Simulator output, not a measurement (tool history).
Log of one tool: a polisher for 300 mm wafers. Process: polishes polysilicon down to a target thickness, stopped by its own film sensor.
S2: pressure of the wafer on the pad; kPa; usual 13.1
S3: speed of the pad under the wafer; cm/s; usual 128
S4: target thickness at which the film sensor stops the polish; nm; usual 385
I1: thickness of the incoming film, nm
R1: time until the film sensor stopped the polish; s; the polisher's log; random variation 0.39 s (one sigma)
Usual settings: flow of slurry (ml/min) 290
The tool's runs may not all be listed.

Run 1, hour 0: usual settings but S3 150 cm/s, S4 405 nm; I1 644.7. Result: R1 35.6 s.
Run 2, hour 67.1: usual settings but S3 150 cm/s, S4 405 nm; I1 656.3. Result: R1 36.9 s.
Run 3, hour 153.7: usual settings but S3 150 cm/s, S4 405 nm; I1 636.6. Result: R1 34.1 s.
At hour 185.6: worn pad replaced by a new one.
Run 4, hour 228.4: usual settings; I1 647.1. Result: R1 45.8 s.
Run 5, hour 307.1: usual settings; I1 652.2. Result: R1 46.6 s.
Run 6, hour 349.3: usual settings; I1 645.9. Result: R1 44.9 s.
Run 7, hour 416: usual settings but S3 146 cm/s, S4 340 nm; I1 640.9. Result: R1 46 s.
At hour 438.4: head pressure recalibrated.
Run 8, hour 459: usual settings but S3 146 cm/s, S4 340 nm; I1 643.3. Result: R1 45.6 s.
Run 9, hour 542.1: usual settings; I1 647.2. Result: R1 45.6 s.
Run 10, hour 618.5: usual settings; I1 644.7. Result: R1 45 s.
At hour 631.2: slurry nozzle cleaned.
Run 11, hour 804.1: usual settings; I1 644.8. Result: R1 45.2 s.
Run 12, hour 854.6: usual settings but S3 148 cm/s; I1 652.3. Result: R1 39.8 s.
At hour 865.2: worn pad replaced by a new one.
Run 13, hour 927.3: usual settings; I1 647.8. Result: R1 44.6 s.
Run 14, hour 1020.3: usual settings; I1 655.3. Result: R1 47.5 s.
Run 15, hour 1075.6: usual settings; I1 651.2. Result: R1 45.8 s.
Run 16, hour 1398.7: usual settings; I1 651.9. Result: R1 46.5 s.
Run 17, hour 1460.6: usual settings but flow of slurry (ml/min) 200, S3 162 cm/s; I1 642.3. Result: R1 36 s.
At hour 1535.2: worn pad replaced by a new one.
Run 18, hour 1537.4: usual settings but flow of slurry (ml/min) 325, S3 110 cm/s, S4 313 nm; I1 658. Result: R1 68 s.
At hour 1551.6: slurry nozzle cleaned.
Run 19, hour 1631.9: usual settings but S4 300 nm; I1 654.6. Result: R1 61.6 s.
At hour 1676.1: head pressure recalibrated.
Run 20, hour 1694.5: usual settings; I1 648.9. Result: R1 46 s.
Run 21, hour 1950.1: usual settings; I1 646.9. Result: R1 46 s.
Run 22, hour 2014.4: usual settings but S2 9.7 kPa, S3 170 cm/s; I1 651.5. Result: R1 47.5 s.
Run 23, hour 2085.3: usual settings but S2 10.3 kPa, S3 102 cm/s, S4 318 nm; I1 650.1. Result: R1 92 s.
Run 24, hour 2132.6: usual settings but S4 466 nm; I1 646. Result: R1 31.1 s.
Run 25, hour 2180: usual settings but flow of slurry (ml/min) 240, S2 17.9 kPa, S3 102 cm/s, S4 419 nm; I1 662.4. Result: R1 39.2 s.
Run 26, hour 2226: usual settings but flow of slurry (ml/min) 230, S3 146 cm/s, S4 433 nm; I1 647.7. Result: R1 33.1 s.
At hour 2308.6: worn pad replaced by a new one.
Run 27, hour 2328.2: usual settings; I1 652.1. Result: R1 47 s.
At hour 2341.3: slurry nozzle cleaned.
Run 28, hour 2399: usual settings but flow of slurry (ml/min) 315, S4 473 nm; I1 657.8. Result: R1 31.4 s.
Run 29, hour 2451: usual settings; I1 650.1. Result: R1 45.5 s.
Run 30, hour 2503.5: usual settings but S2 11.7 kPa, S3 110 cm/s, S4 464 nm; I1 652.6. Result: R1 42.5 s.
Run 31, hour 2542.7: usual settings but flow of slurry (ml/min) 335, S2 17.2 kPa, S3 146 cm/s, S4 417 nm; I1 649.6. Result: R1 26.8 s.
Run 32, hour 2812.1: usual settings but flow of slurry (ml/min) 225, S2 10.3 kPa, S3 168 cm/s, S4 344 nm; I1 654.4. Result: R1 53.1 s.
At hour 2850.9: head pressure recalibrated.
Run 33, hour 2910.7: usual settings but S2 15.9 kPa, S4 316 nm; I1 635.7. Result: R1 46.2 s.
Run 34, hour 2981.8: usual settings but S2 14.5 kPa, S4 469 nm; I1 647. Result: R1 28 s.
At hour 3073.7: slurry nozzle cleaned.
Run 35, hour 3075.9: usual settings but flow of slurry (ml/min) 210, S2 16.5 kPa, S3 166 cm/s, S4 424 nm; I1 659.9. Result: R1 25.9 s.
At hour 3088.1: worn pad replaced by a new one.
Run 36, hour 3114.4: usual settings but flow of slurry (ml/min) 230, S2 10.3 kPa; I1 651.9. Result: R1 59 s.
Run 37, hour 3183.1: usual settings but S2 16.5 kPa; I1 647.8. Result: R1 35.6 s.

4 ways to go on from here, each from the tool as it stands after run 37. What would each give?
Run A, hour 3183.5: usual settings but S4 474 nm; I1 653.3. Result: R1 ?.
Run B, hour 3183.5: usual settings but S2 17.2 kPa; I1 653.3. Result: R1 ?.
Run C, hour 3183.5: usual settings but flow of slurry (ml/min) 315, S4 350 nm; I1 653.3. Result: R1 ?.
Run D, hour 3183.5: usual settings but flow of slurry (ml/min) 355, S3 148 cm/s, S4 430 nm; I1 653.3. Result: R1 ?.

run    R1
  A  31.3
  B  35.6
  C  52.7
  D  33.3
Without the tool's hidden state the same runs would have given:
run    R1
  A  31.3
  B  35.6
  C  52.7
  D  33.3
